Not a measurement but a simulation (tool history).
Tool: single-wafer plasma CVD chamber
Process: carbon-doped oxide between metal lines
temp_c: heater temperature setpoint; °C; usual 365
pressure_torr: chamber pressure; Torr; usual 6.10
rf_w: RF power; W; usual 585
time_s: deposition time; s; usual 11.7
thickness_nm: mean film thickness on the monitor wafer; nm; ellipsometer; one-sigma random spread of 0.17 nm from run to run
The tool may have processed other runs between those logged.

run,day,temp_c,pressure_torr,rf_w,time_s,"read-back reference wafer on the same gauge, thickness_nm",thickness_nm
1,0.000,365,6.10,585,11.7,69.613,67.295
2,1.129,365,6.10,585,11.7,69.590,66.659
3,3.783,365,7.31,585,11.7,69.576,68.175
4,5.517,365,6.10,585,11.7,69.558,66.473
# day 6.712: gauge calibrated
5,7.292,365,6.10,585,11.7,69.633,66.882
6,10.175,365,6.10,585,11.7,69.567,66.733
# day 10.850: thermocouple changed; heater temperature recalibrated
7,12.467,365,6.10,585,11.7,69.605,66.884
# day 13.917: capacitance manometer re-zeroed and calibrated
8,13.938,365,6.10,585,11.7,69.560,67.184
9,15.304,365,6.10,585,11.7,69.603,66.889
10,17.296,380,5.51,530,10.0,69.576,52.352
11,18.646,374,7.02,545,11.7,69.648,64.405
12,21.033,365,6.57,585,12.3,69.611,70.590

Run 13, settings as shown, results not yet in. Your forecast:
13,23.488,365,5.37,585,11.7,?,?

{"run 13": {"read-back reference wafer on the same gauge, thickness_nm": 69.586, "thickness_nm": 65.472}}
Without the tool's hidden state the same run would have given thickness_nm 65.472 nm.

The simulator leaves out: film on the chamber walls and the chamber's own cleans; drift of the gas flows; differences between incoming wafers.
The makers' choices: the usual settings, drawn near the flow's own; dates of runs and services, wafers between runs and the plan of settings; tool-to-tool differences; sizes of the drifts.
